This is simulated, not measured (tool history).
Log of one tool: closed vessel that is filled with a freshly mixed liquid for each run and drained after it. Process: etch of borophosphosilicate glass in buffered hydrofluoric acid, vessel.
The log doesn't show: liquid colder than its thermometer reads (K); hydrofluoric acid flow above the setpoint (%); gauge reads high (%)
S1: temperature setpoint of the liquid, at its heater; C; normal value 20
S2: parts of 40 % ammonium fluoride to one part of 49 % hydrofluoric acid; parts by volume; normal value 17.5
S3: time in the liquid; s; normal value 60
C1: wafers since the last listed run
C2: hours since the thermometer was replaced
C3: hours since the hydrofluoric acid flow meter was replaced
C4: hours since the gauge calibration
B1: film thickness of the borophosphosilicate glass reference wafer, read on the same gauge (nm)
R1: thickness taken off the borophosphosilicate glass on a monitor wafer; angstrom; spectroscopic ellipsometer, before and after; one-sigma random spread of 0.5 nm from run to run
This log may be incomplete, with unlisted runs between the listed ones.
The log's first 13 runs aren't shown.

run,day,S1,S2,S3,C1,C2,C3,C4,B1,R1
14,44.288,20,17.5,60,11197,1974,216.3,2143.6,90.06,646.5
15,47.125,20,17.5,60,8785,2042.1,284.4,2211.7,90.01,657.6
16,50.829,20,11.5,30,11468,2131,373.3,2300.6,89.97,488.6
17,54.367,20,17.5,40,10952,2215.9,458.2,2385.5,90.02,435
18,56.017,20,17.5,60,5108,2255.5,497.8,2425.1,89.99,658.2
19,58.054,17.5,13,40,6308,2304.4,546.7,2474,89.97,510.6
20,62.208,20,20.5,50,12861,2404.1,646.4,2573.7,89.99,465.5
# day 65.888: thermometer replaced
21,66.038,20,17.5,60,11726,3.6,738.3,2665.6,90.01,703.7
# day 66.933: gauge calibrated
22,68.617,20,13.5,70,7985,65.5,800.2,40.4,90.02,1053.1
23,80.267,23.5,19.5,95,36069,345.1,1079.8,320,89.98,1217.7
24,83.442,17,17.5,40,9830,421.3,1156,396.2,90.03,397.1
# day 83.808: hydrofluoric acid flow meter replaced
25,92.55,20,17.5,60,28071,639.9,209.8,614.8,90.01,682.1
26,96.167,23,19.5,50,11197,726.7,296.6,701.6,90,601.4
27,100.442,17,17.5,80,13235,829.3,399.2,804.2,90.01,759.4
28,104.188,20,17.5,85,11597,919.2,489.1,894.1,90,951.4
29,107.146,22.5,19.5,70,9159,990.2,560.1,965.1,90.06,811.6
30,111.142,20,23,40,12371,1086.1,656,1061,90.05,355.9
31,115.012,20,13,60,11984,1179,748.9,1153.9,89.98,921.3
32,119.167,20,17.5,60,12861,1278.7,848.6,1253.6,90.01,681.8

Below are 3 alternative next runs, each starting from the tool's condition after run 32. Predict each:
A,119.196,20,17.5,30,90,1279.4,849.3,1254.3,?,?
B,119.196,22,17.5,90,90,1279.4,849.3,1254.3,?,?
C,119.196,20,22.5,70,90,1279.4,849.3,1254.3,?,?

run,B1,R1
A,90.02,346.3
B,90.02,1160.9
C,90.02,638.7
What these runs would have given with no unlogged condition in the tool:
run,R1
A,342
B,1145.6
C,644.3
